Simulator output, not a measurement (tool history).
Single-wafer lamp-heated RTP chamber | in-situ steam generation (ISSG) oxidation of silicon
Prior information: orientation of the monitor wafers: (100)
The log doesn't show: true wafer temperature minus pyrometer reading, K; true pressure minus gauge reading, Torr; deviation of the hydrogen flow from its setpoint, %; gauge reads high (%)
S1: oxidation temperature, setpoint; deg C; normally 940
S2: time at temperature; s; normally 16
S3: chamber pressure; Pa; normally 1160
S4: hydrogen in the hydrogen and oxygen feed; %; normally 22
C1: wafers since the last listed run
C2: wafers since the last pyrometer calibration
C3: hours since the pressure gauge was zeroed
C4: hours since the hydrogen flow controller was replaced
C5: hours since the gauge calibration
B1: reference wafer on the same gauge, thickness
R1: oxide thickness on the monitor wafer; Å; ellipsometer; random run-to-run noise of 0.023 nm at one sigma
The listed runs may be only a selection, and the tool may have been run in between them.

run    hour   S1  S2    S3  S4   C1    C2      C3      C4      C5     B1     R1
  1     0.0  940  16  1240  22    0  3809  1671.1  6101.5   521.0  3.412  42.57
  2    55.9  940  16  1160  30  376  4185  1727.0  6157.4   576.9  3.412  46.55
  3    95.1  940  16  1160  30  263  4449  1766.2  6196.6   616.1  3.410  46.77
  4   161.5  940  16  1160  30  446  4896  1832.6  6263.0   682.5  3.420  46.53
  5   232.1  940  16  1160  22  475  5371  1903.2  6333.6   753.1  3.415  43.25
  6   302.9  940  16  1160  22  476  5848  1974.0  6404.4   823.9  3.412  43.03
  7   364.1  940  17  1160  22  411  6260  2035.2  6465.6   885.1  3.411  44.54
  8   390.6  940  17  1160  22  178  6438  2061.7  6492.1   911.6  3.409  44.39
  9   422.2  933  16  1160  22  212  6651  2093.3  6523.7   943.2  3.405  42.75
 10   453.4  933  16  1160  22  209  6861  2124.5  6554.9   974.4  3.405  42.79
 11   520.1  940  14  1160  22  448  7309  2191.2  6621.6  1041.1  3.407  41.60
      535.5  -- pressure gauge zeroed
      562.8  -- pyrometer window cleaned and pyrometer calibrated
 12   568.1  940  16  1160  22  215    35    32.6  6669.6  1089.1  3.411  42.18
 13   602.8  940  16  1160  22  233   269    67.3  6704.3  1123.8  3.407  42.26
 14   638.5  940  16  1160  28  240   509   103.0  6740.0  1159.5  3.406  44.78
 15   671.3  940  16  1160  28  220   730   135.8  6772.8  1192.3  3.408  44.93
 16   707.0  923  16  1360  22  240   970   171.5  6808.5  1228.0  3.405  40.10
 17   733.0  933  16  1160  22  174  1145   197.5  6834.5  1254.0  3.407  41.90
 18   785.1  940  16  1040  27  350  1496   249.6  6886.6  1306.1  3.420  45.01
 19   825.8  940  16  1160  22  273  1770   290.3  6927.3  1346.8  3.406  42.60
      858.0  -- gauge calibrated
 20   896.7  924  11  1320  31  477  2247   361.2  6998.2    38.7  3.412  38.11
      943.1  -- hydrogen flow controller replaced
 21   954.6  940  11  1080  22  335  2583   419.1    11.5    96.6  3.412  37.52
 22  1002.4  933  16  1160  22  321  2904   466.9    59.3   144.4  3.420  42.43
 23  1030.7  923  20  1160  22  190  3095   495.2    87.6   172.7  3.409  44.38
 24  1082.8  940  20  1027  22  350  3445   547.3   139.7   224.8  3.411  46.66
 25  1125.8  929  12  1160  27  289  3735   590.3   182.7   267.8  3.410  39.38
 26  1185.9  957  16  1320  17  404  4139   650.4   242.8   327.9  3.411  41.86
 27  1221.2  940  16  1253  26  237  4377   685.7   278.1   363.2  3.411  43.90
 28  1262.6  940  16  1160  28  278  4655   727.1   319.5   404.6  3.405  45.68
 29  1305.3  940  12  1160  22  287  4943   769.8   362.2   447.3  3.413  38.51
 30  1336.0  940  16  1160  17  206  5149   800.5   392.9   478.0  3.403  40.83
 31  1401.1  958  16  1107  22  438  5588   865.6   458.0   543.1  3.414  45.75

The same runs without the tool's hidden state, with the same run-to-run variation:
run     R1
  1  42.11
  2  45.96
  3  46.12
  4  45.76
  5  42.42
  6  42.06
  7  43.37
  8  43.17
  9  41.58
 10  41.55
 11  40.25
 12  42.11
 13  42.19
 14  44.70
 15  44.84
 16  40.02
 17  41.80
 18  44.88
 19  42.46
 20  37.98
 21  37.33
 22  42.15
 23  44.05
 24  46.21
 25  39.05
 26  41.31
 27  43.32
 28  45.01
 29  37.96
 30  40.11
 31  44.71

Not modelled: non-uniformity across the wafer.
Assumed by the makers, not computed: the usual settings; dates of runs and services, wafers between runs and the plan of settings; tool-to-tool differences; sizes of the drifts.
